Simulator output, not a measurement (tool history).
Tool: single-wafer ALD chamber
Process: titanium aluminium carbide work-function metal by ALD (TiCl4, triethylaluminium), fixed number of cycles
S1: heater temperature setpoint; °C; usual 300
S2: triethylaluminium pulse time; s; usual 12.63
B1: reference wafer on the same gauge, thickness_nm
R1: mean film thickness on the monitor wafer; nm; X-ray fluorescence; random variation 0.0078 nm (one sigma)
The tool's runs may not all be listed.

run 1 hour=0.0 | S1=300 S2=12.63 | B1=2.110 | R1=1.938
run 2 hour=90.9 | S1=300 S2=12.63 | B1=2.111 | R1=2.025
run 3 hour=145.0 | S1=300 S2=12.63 | B1=2.111 | R1=1.999
run 4 hour=234.6 | S1=300 S2=12.63 | B1=2.109 | R1=1.990
run 5 hour=313.4 | S1=300 S2=12.63 | B1=2.111 | R1=1.967
run 6 hour=383.5 | S1=300 S2=12.63 | B1=2.110 | R1=1.981
run 7 hour=455.1 | S1=293 S2=12.63 | B1=2.110 | R1=1.916
run 8 hour=522.3 | S1=300 S2=12.63 | B1=2.109 | R1=1.955
run 9 hour=629.6 | S1=292 S2=10.43 | B1=2.111 | R1=1.857
run 10 hour=669.1 | S1=311 S2=10.54 | B1=2.110 | R1=2.083
run 11 hour=705.4 | S1=300 S2=16.98 | B1=2.111 | R1=2.024
run 12 hour=776.0 | S1=309 S2=9.74 | B1=2.110 | R1=2.016
run 13 hour=872.4 | S1=293 S2=9.85 | B1=2.110 | R1=1.884
run 14 hour=1017.5 | S1=300 S2=11.04 | B1=2.113 | R1=1.953

Taken out of this log: 6 entries between the listed runs. Where each belongs, and how the hidden state differs across it:
Between runs 1 and 2: triethylaluminium bottle replaced (hour 90.4)
  triethylaluminium dose above that of a fresh bottle (%): -28.3 -> -1.96
  measured less the result without the state, R1: -0.065 -> -0.003 nm
Between runs 5 and 6: showerhead replaced, of another model than before (hour 349.7)
  triethylaluminium dose above that of a fresh bottle (%): -24.3 -> -27.1
  measured less the result without the state, R1: -0.051 -> -0.039 nm
Between runs 6 and 7: gauge calibrated (hour 405.0)
  triethylaluminium dose above that of a fresh bottle (%): -27.1 -> -28.9
  measured less the result without the state, R1: -0.039 -> -0.043 nm
Between runs 9 and 10: triethylaluminium bottle replaced (hour 661.6); thermocouple changed; heater temperature recalibrated (hour 668.6)
  triethylaluminium dose above that of a fresh bottle (%): -31.1 -> -2.23
  measured less the result without the state, R1: -0.068 -> -0.003 nm
Between runs 13 and 14: gauge calibrated (hour 982.4)
  triethylaluminium dose above that of a fresh bottle (%): -22.7 -> -27.8
  measured less the result without the state, R1: -0.048 -> -0.054 nm
